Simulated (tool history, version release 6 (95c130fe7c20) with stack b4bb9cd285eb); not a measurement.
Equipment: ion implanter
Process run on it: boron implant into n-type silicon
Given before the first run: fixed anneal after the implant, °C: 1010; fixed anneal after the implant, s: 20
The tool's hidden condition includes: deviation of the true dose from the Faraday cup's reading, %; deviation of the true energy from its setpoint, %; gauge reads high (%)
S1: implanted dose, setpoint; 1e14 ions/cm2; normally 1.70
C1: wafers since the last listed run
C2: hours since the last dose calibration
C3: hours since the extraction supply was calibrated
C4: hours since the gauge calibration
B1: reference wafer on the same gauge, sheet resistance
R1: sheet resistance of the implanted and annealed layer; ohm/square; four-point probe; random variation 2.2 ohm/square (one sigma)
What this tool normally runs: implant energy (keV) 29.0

run 1 hour=0.0 | S1=1.86 implant_energy_(keV)=26.0 | C1=0 C2=1052.7 C3=6956.3 C4=492.8 | B1=629.57 | R1=500.71
run 2 hour=25.8 | S1=1.86 implant_energy_(keV)=26.0 | C1=357 C2=1078.5 C3=6982.1 C4=518.6 | B1=630.28 | R1=503.68
run 3 hour=55.2 | S1=1.70 implant_energy_(keV)=29.0 | C1=407 C2=1107.9 C3=7011.5 C4=548.0 | B1=631.11 | R1=535.41
run 4 hour=104.8 | S1=1.70 implant_energy_(keV)=29.0 | C1=687 C2=1157.5 C3=7061.1 C4=597.6 | B1=631.59 | R1=532.48
run 5 hour=174.3 | S1=1.70 implant_energy_(keV)=29.0 | C1=963 C2=1227.0 C3=7130.6 C4=667.1 | B1=632.19 | R1=530.55
run 6 hour=201.0 | S1=1.70 implant_energy_(keV)=27.0 | C1=370 C2=1253.7 C3=7157.3 C4=693.8 | B1=632.31 | R1=536.99
run 7 hour=225.8 | S1=1.70 implant_energy_(keV)=27.0 | C1=343 C2=1278.5 C3=7182.1 C4=718.6 | B1=631.56 | R1=532.99
run 8 hour=266.7 | S1=1.70 implant_energy_(keV)=27.0 | C1=567 C2=1319.4 C3=7223.0 C4=759.5 | B1=633.03 | R1=539.71
run 9 hour=324.5 | S1=1.70 implant_energy_(keV)=29.0 | C1=801 C2=1377.2 C3=7280.8 C4=817.3 | B1=633.50 | R1=531.50
run 10 hour=350.2 | S1=1.70 implant_energy_(keV)=29.0 | C1=356 C2=1402.9 C3=7306.5 C4=843.0 | B1=633.44 | R1=534.17
run 11 hour=397.8 | S1=1.70 implant_energy_(keV)=29.0 | C1=660 C2=1450.5 C3=7354.1 C4=890.6 | B1=633.96 | R1=533.83
run 12 hour=468.2 | S1=1.70 implant_energy_(keV)=29.0 | C1=976 C2=1520.9 C3=7424.5 C4=961.0 | B1=635.42 | R1=532.81
run 13 hour=503.7 | S1=2.09 implant_energy_(keV)=35.5 | C1=492 C2=1556.4 C3=7460.0 C4=996.5 | B1=634.81 | R1=445.79
run 14 hour=562.6 | S1=2.09 implant_energy_(keV)=35.5 | C1=816 C2=1615.3 C3=7518.9 C4=1055.4 | B1=636.16 | R1=444.44
run 15 hour=595.7 | S1=2.09 implant_energy_(keV)=35.5 | C1=458 C2=1648.4 C3=7552.0 C4=1088.5 | B1=635.47 | R1=444.20
run 16 hour=654.4 | S1=1.70 implant_energy_(keV)=29.0 | C1=813 C2=1707.1 C3=7610.7 C4=1147.2 | B1=636.18 | R1=535.18
-- hour=689.8 extraction supply calibrated
run 17 hour=724.6 | S1=1.70 implant_energy_(keV)=29.0 | C1=862 C2=1777.3 C3=34.8 C4=1217.4 | B1=637.22 | R1=534.95
run 18 hour=767.1 | S1=1.30 implant_energy_(keV)=38.0 | C1=589 C2=1819.8 C3=77.3 C4=1259.9 | B1=637.60 | R1=627.51
run 19 hour=804.1 | S1=2.13 implant_energy_(keV)=35.0 | C1=513 C2=1856.8 C3=114.3 C4=1296.9 | B1=638.32 | R1=438.96
-- hour=812.8 gauge calibrated
-- hour=906.2 Faraday cup replaced and dose calibrated
run 20 hour=906.7 | S1=1.50 implant_energy_(keV)=38.5 | C1=1311 C2=0.5 C3=216.9 C4=93.9 | B1=627.29 | R1=555.18
run 21 hour=946.9 | S1=1.43 implant_energy_(keV)=35.0 | C1=557 C2=40.7 C3=257.1 C4=134.1 | B1=627.13 | R1=584.42
run 22 hour=1013.9 | S1=1.70 implant_energy_(keV)=29.0 | C1=929 C2=107.7 C3=324.1 C4=201.1 | B1=627.47 | R1=522.61
run 23 hour=1052.4 | S1=1.83 implant_energy_(keV)=29.0 | C1=533 C2=146.2 C3=362.6 C4=239.6 | B1=628.18 | R1=497.86
run 24 hour=1092.8 | S1=1.70 implant_energy_(keV)=29.0 | C1=560 C2=186.6 C3=403.0 C4=280.0 | B1=629.28 | R1=531.94
run 25 hour=1130.0 | S1=1.27 implant_energy_(keV)=39.0 | C1=515 C2=223.8 C3=440.2 C4=317.2 | B1=628.41 | R1=621.18
run 26 hour=1154.8 | S1=1.70 implant_energy_(keV)=29.0 | C1=343 C2=248.6 C3=465.0 C4=342.0 | B1=628.36 | R1=526.24
run 27 hour=1181.2 | S1=1.35 implant_energy_(keV)=36.5 | C1=366 C2=275.0 C3=491.4 C4=368.4 | B1=628.72 | R1=609.02
run 28 hour=1239.6 | S1=2.03 implant_energy_(keV)=20.5 | C1=809 C2=333.4 C3=549.8 C4=426.8 | B1=629.05 | R1=477.95
run 29 hour=1280.6 | S1=1.97 implant_energy_(keV)=20.0 | C1=568 C2=374.4 C3=590.8 C4=467.8 | B1=630.59 | R1=495.32
run 30 hour=1309.3 | S1=2.19 implant_energy_(keV)=36.0 | C1=397 C2=403.1 C3=619.5 C4=496.5 | B1=630.75 | R1=425.57

Hidden state, per run?
deviation of the true dose from the Faraday cup's reading, %: 0 in every run
deviation of the true energy from its setpoint, %: 0 in every run
H1: gauge reads high (%)
run=1 H1=0.872
run=2 H1=0.911
run=3 H1=0.955
run=4 H1=1.03
run=5 H1=1.13
run=6 H1=1.17
run=7 H1=1.21
run=8 H1=1.27
run=9 H1=1.36
run=10 H1=1.4
run=11 H1=1.47
run=12 H1=1.58
run=13 H1=1.63
run=14 H1=1.72
run=15 H1=1.77
run=16 H1=1.86
run=17 H1=1.96
run=18 H1=2.02
run=19 H1=2.08
run=20 H1=0.275
run=21 H1=0.336
run=22 H1=0.436
run=23 H1=0.494
run=24 H1=0.555
run=25 H1=0.611
run=26 H1=0.648
run=27 H1=0.688
run=28 H1=0.775
run=29 H1=0.837
run=30 H1=0.88
